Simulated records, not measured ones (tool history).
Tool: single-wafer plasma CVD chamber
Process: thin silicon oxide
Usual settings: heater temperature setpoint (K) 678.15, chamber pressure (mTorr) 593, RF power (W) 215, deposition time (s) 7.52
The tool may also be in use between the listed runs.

| run | hour | heater temperature setpoint (K) | chamber pressure (mTorr) | RF power (W) | deposition time (s) | read-back reference wafer on the same gauge, thickness_nm | mean film thickness on the monitor wafer (nm) |
|---|---|---|---|---|---|---|---|
| 1 | 0.0 | 678.15 | 593 | 215 | 7.52 | 7.880 | 7.640 |
| 2 | 11.2 | 678.15 | 593 | 215 | 7.52 | 7.879 | 7.623 |
| 3 | 28.9 | 678.15 | 593 | 215 | 7.52 | 7.881 | 7.601 |
| 4 | 37.6 | 678.15 | 593 | 215 | 8.14 | 7.882 | 8.249 |
|  | 54.5 | thermocouple changed; heater temperature recalibrated |
| 5 | 58.9 | 678.15 | 593 | 215 | 8.14 | 7.880 | 8.247 |
| 6 | 70.4 | 678.15 | 593 | 215 | 8.14 | 7.882 | 8.259 |
| 7 | 79.4 | 678.15 | 593 | 215 | 8.17 | 7.880 | 8.269 |
|  | 93.9 | capacitance manometer re-zeroed and calibrated |
| 8 | 94.4 | 669.15 | 593 | 180 | 7.52 | 7.879 | 7.977 |

Forecast run 9:
|  | 96.0 | gauge calibrated |
| 9 | 102.3 | 678.15 | 502 | 215 | 7.52 | ? | ? |

Run 9 gave read-back reference wafer on the same gauge, thickness_nm 7.878, mean film thickness on the monitor wafer (nm) 7.215.
Without the tool's hidden state the same run would have given mean film thickness on the monitor wafer (nm) 7.200.
